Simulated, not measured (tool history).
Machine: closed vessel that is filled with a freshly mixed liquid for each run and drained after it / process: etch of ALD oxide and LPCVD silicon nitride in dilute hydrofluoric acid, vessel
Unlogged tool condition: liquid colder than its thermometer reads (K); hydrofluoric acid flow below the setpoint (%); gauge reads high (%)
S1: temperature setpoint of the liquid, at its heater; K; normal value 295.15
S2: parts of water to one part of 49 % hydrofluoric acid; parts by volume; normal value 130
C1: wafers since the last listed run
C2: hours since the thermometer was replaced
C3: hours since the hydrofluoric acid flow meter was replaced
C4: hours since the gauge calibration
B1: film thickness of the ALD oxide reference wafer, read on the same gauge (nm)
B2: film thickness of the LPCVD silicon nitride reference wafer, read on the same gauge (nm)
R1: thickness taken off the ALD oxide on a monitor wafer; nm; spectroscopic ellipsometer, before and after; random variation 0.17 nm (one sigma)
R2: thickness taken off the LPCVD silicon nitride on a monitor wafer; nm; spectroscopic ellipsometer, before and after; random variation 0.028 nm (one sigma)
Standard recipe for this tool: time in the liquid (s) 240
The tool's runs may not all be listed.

{"run": 1, "day": 0.0, "S1": 299.15, "S2": 130, "time in the liquid (s)": 240, "C1": 0, "C2": 2328.4, "C3": 841.2, "C4": 574.0, "B1": 119.99, "B2": 109.998, "R1": 25.23, "R2": 0.916}
{"run": 2, "day": 0.567, "S1": 299.15, "S2": 130, "time in the liquid (s)": 240, "C1": 1069, "C2": 2342.0, "C3": 854.8, "C4": 587.6, "B1": 120.03, "B2": 110.003, "R1": 25.19, "R2": 0.897}
{"day": 0.883, "done": "hydrofluoric acid flow meter replaced"}
{"run": 3, "day": 1.033, "S1": 293.65, "S2": 130, "time in the liquid (s)": 240, "C1": 802, "C2": 2353.2, "C3": 3.6, "C4": 598.8, "B1": 119.99, "B2": 110.003, "R1": 22.05, "R2": 0.67}
{"run": 4, "day": 1.629, "S1": 296.65, "S2": 110, "time in the liquid (s)": 375, "C1": 1124, "C2": 2367.5, "C3": 17.9, "C4": 613.1, "B1": 120.01, "B2": 110.016, "R1": 47.38, "R2": 1.615}
{"run": 5, "day": 2.321, "S1": 295.15, "S2": 130, "time in the liquid (s)": 155, "C1": 1305, "C2": 2384.1, "C3": 34.5, "C4": 629.7, "B1": 120.01, "B2": 110.003, "R1": 15.01, "R2": 0.493}
{"run": 6, "day": 2.862, "S1": 295.15, "S2": 85, "time in the liquid (s)": 190, "C1": 1022, "C2": 2397.1, "C3": 47.5, "C4": 642.7, "B1": 120.01, "B2": 110.025, "R1": 29.84, "R2": 0.955}
{"run": 7, "day": 3.167, "S1": 291.65, "S2": 85, "time in the liquid (s)": 185, "C1": 574, "C2": 2404.4, "C3": 54.8, "C4": 650.0, "B1": 119.99, "B2": 110.025, "R1": 25.31, "R2": 0.718}
{"day": 3.454, "done": "thermometer replaced"}
{"run": 8, "day": 3.617, "S1": 295.15, "S2": 130, "time in the liquid (s)": 145, "C1": 770, "C2": 3.9, "C3": 65.6, "C4": 660.8, "B1": 119.98, "B2": 110.003, "R1": 14.0, "R2": 0.465}
{"run": 9, "day": 4.242, "S1": 296.65, "S2": 130, "time in the liquid (s)": 240, "C1": 1179, "C2": 18.9, "C3": 80.6, "C4": 675.8, "B1": 120.0, "B2": 110.011, "R1": 24.79, "R2": 0.836}
{"day": 4.671, "done": "gauge calibrated"}
{"run": 10, "day": 4.983, "S1": 295.15, "S2": 130, "time in the liquid (s)": 240, "C1": 1400, "C2": 36.7, "C3": 98.4, "C4": 7.5, "B1": 120.02, "B2": 110.013, "R1": 22.98, "R2": 0.785}
{"run": 11, "day": 5.638, "S1": 295.15, "S2": 85, "time in the liquid (s)": 240, "C1": 1234, "C2": 52.4, "C3": 114.1, "C4": 23.2, "B1": 120.0, "B2": 109.982, "R1": 37.32, "R2": 1.181}
{"run": 12, "day": 6.958, "S1": 295.15, "S2": 130, "time in the liquid (s)": 240, "C1": 2493, "C2": 84.1, "C3": 145.8, "C4": 54.9, "B1": 120.0, "B2": 109.999, "R1": 23.03, "R2": 0.778}
{"run": 13, "day": 7.425, "S1": 295.15, "S2": 130, "time in the liquid (s)": 240, "C1": 880, "C2": 95.3, "C3": 157.0, "C4": 66.1, "B1": 120.0, "B2": 109.996, "R1": 23.06, "R2": 0.803}
{"run": 14, "day": 7.871, "S1": 300.15, "S2": 100, "time in the liquid (s)": 160, "C1": 841, "C2": 106.0, "C3": 167.7, "C4": 76.8, "B1": 120.01, "B2": 109.989, "R1": 24.95, "R2": 0.912}
{"run": 15, "day": 9.8, "S1": 295.15, "S2": 110, "time in the liquid (s)": 380, "C1": 3641, "C2": 152.3, "C3": 214.0, "C4": 123.1, "B1": 119.99, "B2": 109.985, "R1": 43.69, "R2": 1.414}
{"run": 16, "day": 10.5, "S1": 298.15, "S2": 110, "time in the liquid (s)": 285, "C1": 1321, "C2": 169.1, "C3": 230.8, "C4": 139.9, "B1": 120.02, "B2": 109.992, "R1": 36.9, "R2": 1.291}
{"run": 17, "day": 11.062, "S1": 295.15, "S2": 130, "time in the liquid (s)": 240, "C1": 1061, "C2": 182.6, "C3": 244.3, "C4": 153.4, "B1": 119.97, "B2": 110.012, "R1": 22.8, "R2": 0.767}
{"run": 18, "day": 11.504, "S1": 299.15, "S2": 150, "time in the liquid (s)": 240, "C1": 833, "C2": 193.2, "C3": 254.9, "C4": 164.0, "B1": 120.01, "B2": 110.002, "R1": 22.69, "R2": 0.86}
{"run": 19, "day": 12.238, "S1": 295.15, "S2": 110, "time in the liquid (s)": 195, "C1": 1384, "C2": 210.8, "C3": 272.5, "C4": 181.6, "B1": 120.0, "B2": 110.013, "R1": 22.37, "R2": 0.699}
{"run": 20, "day": 12.946, "S1": 295.15, "S2": 130, "time in the liquid (s)": 240, "C1": 1337, "C2": 227.8, "C3": 289.5, "C4": 198.6, "B1": 119.99, "B2": 110.014, "R1": 22.53, "R2": 0.76}
{"run": 21, "day": 13.662, "S1": 299.15, "S2": 150, "time in the liquid (s)": 240, "C1": 1352, "C2": 245.0, "C3": 306.7, "C4": 215.8, "B1": 119.99, "B2": 110.003, "R1": 22.59, "R2": 0.861}
{"run": 22, "day": 15.425, "S1": 299.65, "S2": 95, "time in the liquid (s)": 100, "C1": 3327, "C2": 287.3, "C3": 349.0, "C4": 258.1, "B1": 119.99, "B2": 110.034, "R1": 15.86, "R2": 0.591}
{"run": 23, "day": 16.046, "S1": 298.65, "S2": 130, "time in the liquid (s)": 240, "C1": 1171, "C2": 302.2, "C3": 363.9, "C4": 273.0, "B1": 119.99, "B2": 110.017, "R1": 25.73, "R2": 0.92}
{"run": 24, "day": 16.775, "S1": 295.15, "S2": 130, "time in the liquid (s)": 240, "C1": 1376, "C2": 319.7, "C3": 381.4, "C4": 290.5, "B1": 119.97, "B2": 110.002, "R1": 22.42, "R2": 0.694}
{"run": 25, "day": 17.029, "S1": 295.15, "S2": 130, "time in the liquid (s)": 355, "C1": 479, "C2": 325.8, "C3": 387.5, "C4": 296.6, "B1": 120.02, "B2": 110.001, "R1": 33.36, "R2": 1.1}
{"run": 26, "day": 17.429, "S1": 295.15, "S2": 145, "time in the liquid (s)": 240, "C1": 755, "C2": 335.4, "C3": 397.1, "C4": 306.2, "B1": 119.97, "B2": 109.987, "R1": 19.84, "R2": 0.658}
{"run": 27, "day": 18.171, "S1": 297.15, "S2": 165, "time in the liquid (s)": 140, "C1": 1400, "C2": 353.2, "C3": 414.9, "C4": 324.0, "B1": 119.96, "B2": 109.999, "R1": 10.67, "R2": 0.387}

Selected run-to-run steps in R1, each split into two signed amounts: the part the tool would show with no hidden state at all (from settings, incoming material and random variation), and the remainder, which goes to the hidden state together with any gauge scatter not common to the measured and the hidden-state-free results:
Run 2 -> 3: S1 299.15 -> 293.65, hydrofluoric acid flow meter replaced. R1 -3.14 nm: hidden state +2.27, all else -5.41.
Run 3 -> 4: S1 293.65 -> 296.65, S2 130 -> 110, time in the liquid (s) 240 -> 375. R1 +25.33 nm: hidden state -0.41, all else +25.74.
Run 4 -> 5: S1 296.65 -> 295.15, S2 110 -> 130, time in the liquid (s) 375 -> 155. R1 -32.37 nm: hidden state +0.47, all else -32.84.
Run 14 -> 15: S1 300.15 -> 295.15, S2 100 -> 110, time in the liquid (s) 160 -> 380. R1 +18.74 nm: hidden state -0.77, all else +19.51.

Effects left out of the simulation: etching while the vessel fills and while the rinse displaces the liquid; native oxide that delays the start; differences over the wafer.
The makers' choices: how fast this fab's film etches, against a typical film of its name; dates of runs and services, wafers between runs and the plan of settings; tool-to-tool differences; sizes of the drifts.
